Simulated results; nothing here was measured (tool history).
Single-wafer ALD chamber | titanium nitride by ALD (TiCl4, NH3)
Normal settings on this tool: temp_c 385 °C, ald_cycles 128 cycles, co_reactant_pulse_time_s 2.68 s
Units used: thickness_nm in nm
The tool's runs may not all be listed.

run     day  temp_c  ald_cycles  co_reactant_pulse_time_s  read-back reference wafer on the same gauge, thickness_nm  thickness_nm
  1       0     395         128                      2.68                                                      3.322         2.866
  2   1.275     385         128                      2.68                                                      3.326         2.841
  3   3.596     385         128                      2.68                                                      3.325         2.854
  4   4.679     385         128                      2.68                                                      3.326         2.859
  5   5.575     385         128                      2.68                                                      3.324          2.84
  6   6.908     385         128                      2.68                                                      3.323         2.848
  7     8.1     385         128                      3.15                                                      3.326         2.851
  8   9.467     385         128                      3.15                                                      3.328         2.859
  9  10.604     385         128                      2.68                                                      3.323         2.863
 10  11.388     385         128                      2.68                                                      3.327         2.848
 11  12.246     385         128                      2.68                                                      3.324         2.843
 12    13.5     385         128                      2.68                                                      3.327         2.847
 13  14.508     385         128                      2.68                                                      3.332         2.851
 14  15.162     385         128                      2.68                                                      3.324         2.849
     15.683  -- gauge calibrated
 15  16.225     385         128                      2.68                                                      3.269         2.807
 16  17.508     390         128                      3.03                                                      3.274         2.827
 17  18.383     390         128                      2.68                                                      3.272         2.818
 18  19.717     385         128                      2.68                                                       3.28         2.814
 19  20.521     385         108                      2.68                                                      3.282         2.371
 20  21.325     385         121                      3.15                                                      3.281         2.682
 21  22.642     392         121                      3.17                                                      3.289         2.692
 22   23.45     385         115                      2.68                                                      3.294         2.535
 23    24.3     370         146                      3.02                                                      3.291         3.215
 24  25.771     393         137                      1.91                                                      3.294         2.995
 25  27.204     395         128                      3.09                                                      3.296         2.852
 26  28.042     385         137                      2.68                                                        3.3         3.007
 27  29.279     378         128                      2.98                                                      3.305         2.817
 28  29.833     385         128                      2.68                                                      3.299         2.831
     30.592  -- showerhead replaced
     32.538  -- thermocouple changed; heater temperature recalibrated
 29  33.479     385         128                      2.68                                                      3.304         2.841
 30  34.604     385         128                      2.68                                                      3.309         2.823
 31  35.729     385         128                      2.68                                                       3.31         2.829
 32  37.117     393         138                      2.68                                                      3.313         3.073
 33    38.2     377         128                      3.27                                                      3.313         2.846
 34    38.8     399         110                      2.31                                                      3.316          2.45
 35  41.467     385         128                      2.68                                                      3.311         2.835
 36  42.867     380         146                      2.68                                                      3.315         3.224
 37  43.717     385         128                      1.83                                                      3.317         2.788
 38  44.996     393         137                      1.91                                                      3.317         3.009
 39  46.104     385         153                      2.29                                                      3.319         3.367
 40  46.921     391         128                       2.4                                                      3.321         2.839

Alternative continuations, all from the tool just after run 40; predict every row:
  A  46.95     385         128                      2.68                                                          ?             ?
  B  46.95     381         128                      1.92                                                          ?             ?
  C  46.95     373         128                      2.68                                                          ?             ?
  D  46.95     385         145                      2.68                                                          ?             ?

run  read-back reference wafer on the same gauge, thickness_nm  thickness_nm
  A                                                      3.318         2.826
  B                                                      3.318         2.771
  C                                                      3.318         2.805
  D                                                      3.318         3.202
Without the tool's unlogged condition, the same runs would have read:
run  thickness_nm
  A         2.785
  B          2.73
  C         2.764
  D         3.154
